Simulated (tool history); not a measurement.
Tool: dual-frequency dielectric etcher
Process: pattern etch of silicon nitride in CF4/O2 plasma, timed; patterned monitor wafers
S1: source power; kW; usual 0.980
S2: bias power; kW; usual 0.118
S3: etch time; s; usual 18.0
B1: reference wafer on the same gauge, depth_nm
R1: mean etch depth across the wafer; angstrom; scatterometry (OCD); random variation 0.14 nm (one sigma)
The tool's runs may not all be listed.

run     day     S1     S2    S3    B1   R1
  1   0.000  0.980  0.130  18.0  66.9  613
  2   1.438  0.980  0.130  18.0  66.9  612
  3   2.988  0.980  0.130  18.0  66.9  612
  4   4.321  0.980  0.118  18.0  66.9  596
  5   5.892  0.980  0.118  18.0  67.0  596
      8.938  -- wet clean of the chamber
  6   8.958  0.980  0.118  18.0  67.0  597
  7  11.400  0.980  0.118  16.5  67.0  544
  8  13.221  0.980  0.118  18.0  67.0  595
  9  14.925  1.120  0.107  15.5  67.0  575
     15.412  -- source power generator calibrated
     16.117  -- bias power generator calibrated
 10  16.325  1.160  0.139  18.0  67.0  746
 11  18.633  0.870  0.118  18.0  67.0  522
     19.754  -- gauge calibrated
     21.417  -- upper electrode replaced
 12  21.438  0.980  0.118  18.0  65.9  582
 13  23.742  0.980  0.118  18.0  66.1  587
 14  24.812  0.860  0.131  23.0  66.1  674
 15  27.338  0.980  0.118  18.0  66.2  592
 16  28.679  0.980  0.118  15.0  66.3  488
 17  30.992  0.980  0.118  18.0  66.4  590
 18  33.200  0.820  0.139  20.0  66.5  570
     34.238  -- wet clean of the chamber
 19  39.958  0.980  0.118  18.0  66.7  592
 20  41.717  1.060  0.108  16.5  66.7  573
 21  43.096  0.980  0.091  18.0  66.8  548

Forecast run 22:
 22  44.892  0.980  0.118  18.0   ?   ?

{"run 22": {"B1": 66.8, "R1": 595}}
Without the tool's hidden state the same run would have given R1 585 angstrom.
